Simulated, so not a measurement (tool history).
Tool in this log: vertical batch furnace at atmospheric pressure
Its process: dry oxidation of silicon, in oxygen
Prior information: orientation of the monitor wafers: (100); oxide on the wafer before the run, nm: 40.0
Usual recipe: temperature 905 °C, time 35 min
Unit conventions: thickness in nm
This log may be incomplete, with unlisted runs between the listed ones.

run    hour  temperature  time  read-back reference wafer on the same gauge, thickness  thickness
  1       0          905    35                                                   48.09      44.27
  2    51.6          905    35                                                    48.1      44.31
  3   114.9          905    35                                                   48.13       44.2
  4     180          905    27                                                   48.14      42.92
  5   228.2          905    35                                                    48.1       44.2
  6   268.2          905    35                                                   48.13      44.31
  7   301.2          905    35                                                   48.13      44.35
  8   345.6          905    35                                                   48.11      44.21
  9   417.5          905  31.5                                                   48.11      43.74
 10   625.4          905  31.5                                                   48.11      43.91
 11   655.5          914    35                                                    48.1      45.18
 12   701.6          905    35                                                   48.09       44.3
 13   749.9          905    35                                                   48.12      44.31
 14   886.2          893    35                                                   48.14      43.32
 15   941.2          893    35                                                    48.1      43.32
      995.9  -- thermocouples replaced and temperature profile calibrated
 16  1004.8          905    35                                                   48.08      44.71
 17  1046.5          905    35                                                   48.09      44.63
 18    1074          905    35                                                   48.08      44.63
 19  1104.9          913    35                                                    48.1       45.5
     1163.6  -- gauge calibrated
 20  1165.2          905    35                                                    48.1       44.7
     1213.1  -- boat lift adjusted
 21  1233.2          914    25                                                   48.13      43.61
     1292.8  -- thermocouples replaced and temperature profile calibrated, repeated, since the last time left the tool worse
 22  1293.3          920    21                                                   48.12      42.77
 23  1344.7          905    35                                                   48.05      44.11
 24    1386          905    25                                                   48.09      42.62
 25  1416.7          905    35                                                   48.08      44.09
 26    1459          905    35                                                    48.1      44.18
 27    1505          905    35                                                    48.1      44.23

The next listed run, before its measurement:
 28  1549.2          923    35                                                       ?          ?

Logged for run 28: read-back reference wafer on the same gauge, thickness 48.1, thickness 45.8 nm.
Take away the tool's hidden state, keep the run-to-run variation as it was, and the same run would have given thickness 45.76 nm.
